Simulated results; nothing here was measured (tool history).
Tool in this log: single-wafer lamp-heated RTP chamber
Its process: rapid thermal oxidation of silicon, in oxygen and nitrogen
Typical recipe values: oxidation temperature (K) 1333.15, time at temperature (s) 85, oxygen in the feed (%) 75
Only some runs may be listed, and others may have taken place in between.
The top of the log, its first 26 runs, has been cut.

run,hour,oxidation temperature (K),time at temperature (s),oxygen in the feed (%),"read-back reference wafer on the same gauge, thickness",oxide thickness on the monitor wafer (angstrom)
# hour 829.1: gauge calibrated
27,836.8,1316.15,85,75,9.752,87.47
28,860.1,1356.15,85,93,9.728,124.57
29,880.7,1347.15,70,75,9.710,99.30
30,910.3,1333.15,63,75,9.691,85.89
31,932.4,1315.15,85,75,9.667,86.47
32,945.9,1333.15,85,75,9.653,98.21
33,971.1,1318.15,106,50,9.621,84.79
34,991.9,1333.15,85,48,9.616,83.40
35,1006.6,1333.15,85,75,9.601,97.89
36,1035.4,1333.15,102,64,9.587,98.89
37,1068.4,1333.15,85,75,9.558,96.81
38,1085.7,1356.15,110,75,9.546,126.67
39,1111.6,1309.15,64,75,9.525,72.52

3 ways to go on from here, each from the tool as it stands after run 39. What would each give?
A,1112.1,1333.15,62,75,?,?
B,1112.1,1342.15,103,48,?,?
C,1112.1,1333.15,44,75,?,?

run,"read-back reference wafer on the same gauge, thickness",oxide thickness on the monitor wafer (angstrom)
A,9.537,84.24
B,9.537,95.83
C,9.537,72.41
With no hidden state in the tool, these same runs would have given:
run,oxide thickness on the monitor wafer (angstrom)
A,85.63
B,97.41
C,73.60

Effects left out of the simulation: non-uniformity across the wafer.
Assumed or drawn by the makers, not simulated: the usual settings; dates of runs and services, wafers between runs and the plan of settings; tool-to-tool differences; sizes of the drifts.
